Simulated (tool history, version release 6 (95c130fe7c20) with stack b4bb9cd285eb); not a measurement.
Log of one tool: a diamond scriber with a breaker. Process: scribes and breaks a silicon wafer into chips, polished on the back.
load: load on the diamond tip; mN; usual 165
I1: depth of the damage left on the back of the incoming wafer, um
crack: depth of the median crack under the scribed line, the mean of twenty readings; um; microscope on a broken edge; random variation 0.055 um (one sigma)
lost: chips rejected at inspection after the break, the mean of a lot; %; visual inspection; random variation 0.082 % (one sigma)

Run 1, hour 0: usual settings but load 126 mN; I1 0.01. Result: crack 5.57 um, lost 12.26 %.
Run 2, hour 14.8: usual settings; I1 0.01. Result: crack 7.49 um, lost 1.69 %.
Run 3, hour 27.1: usual settings; I1 0.01. Result: crack 7.66 um, lost 1.76 %.
Run 4, hour 43.2: usual settings; I1 0.05. Result: crack 7.69 um, lost 1.62 %.
Run 5, hour 56.5: usual settings; I1 0.02. Result: crack 7.59 um, lost 1.73 %.
Run 6, hour 69.5: usual settings but load 198 mN; I1 0.02. Result: crack 9 um, lost 4.56 %.
Run 7, hour 80.3: usual settings but load 198 mN; I1 0.02. Result: crack 9.15 um, lost 5.09 %.
Run 8, hour 91.4: usual settings but load 198 mN; I1 0.03. Result: crack 9.16 um, lost 5 %.
Run 9, hour 101.8: usual settings; I1 0.03. Result: crack 7.61 um, lost 1.53 %.
Run 10, hour 155.1: usual settings; I1 0.01. Result: crack 7.66 um, lost 1.69 %.
Run 11, hour 163.6: usual settings; I1 0.03. Result: crack 7.63 um, lost 1.71 %.
Run 12, hour 179.3: usual settings; I1 0.03. Result: crack 7.72 um, lost 1.68 %.
Run 13, hour 191.1: usual settings but load 206 mN; I1 0.04. Result: crack 9.5 um, lost 6.69 %.
Run 14, hour 208.2: usual settings but load 141 mN; I1 0.03. Result: crack 6.51 um, lost 5.21 %.
Run 15, hour 225.9: usual settings but load 180 mN; I1 0.01. Result: crack 8.34 um, lost 2.52 %.
Run 16, hour 237.7: usual settings; I1 0.03. Result: crack 7.66 um, lost 1.71 %.
At hour 248.1: diamond tip replaced by a new one.
Run 17, hour 252.5: usual settings but load 147 mN; I1 0.03. Result: crack 7.89 um, lost 1.76 %.
Run 18, hour 258.8: usual settings but load 196 mN; I1 0.03. Result: crack 10.52 um, lost 11.52 %.
At hour 269.8: load on the tip recalibrated.
Run 19, hour 272: usual settings but load 197 mN; I1 0.02. Result: crack 8.95 um, lost 4.41 %.
Run 20, hour 286.3: usual settings but load 146 mN; I1 0.02. Result: crack 6.57 um, lost 4.21 %.
Run 21, hour 295.5: usual settings but load 179 mN; I1 0.02. Result: crack 8.22 um, lost 2.26 %.
Run 22, hour 339.9: usual settings but load 135 mN; I1 0.04. Result: crack 6 um, lost 8.37 %.
Run 23, hour 348.5: usual settings but load 188 mN; I1 0.02. Result: crack 8.51 um, lost 2.6 %.
Run 24, hour 365.8: usual settings but load 195 mN; I1 0.03. Result: crack 8.66 um, lost 3.58 %.
Run 25, hour 380.4: usual settings; I1 0.05. Result: crack 7.41 um, lost 1.92 %.

5 ways to go on from here, each from the tool as it stands after run 25. What would each give?
Run A, hour 381.1: usual settings but load 145 mN; I1 0.03. Result: crack ?, lost ?.
Run B, hour 381.1: usual settings but load 211 mN; I1 0.03. Result: crack ?, lost ?.
Run C, hour 381.1: usual settings but load 149 mN; I1 0.03. Result: crack ?, lost ?.
Run D, hour 381.1: usual settings but load 203 mN; I1 0.03. Result: crack ?, lost ?.
Run E, hour 381.1: usual settings but load 139 mN; I1 0.03. Result: crack ?, lost ?.

run  crack  lost
  A   6.39  4.97
  B   9.35  5.75
  C   6.59  3.92
  D   9.02  4.39
  E   6.09     7
Without the tool's hidden state the same runs would have given:
run  crack  lost
  A   6.65  3.61
  B   9.74  7.57
  C   6.86  2.81
  D   9.39  5.94
  E   6.34  5.27
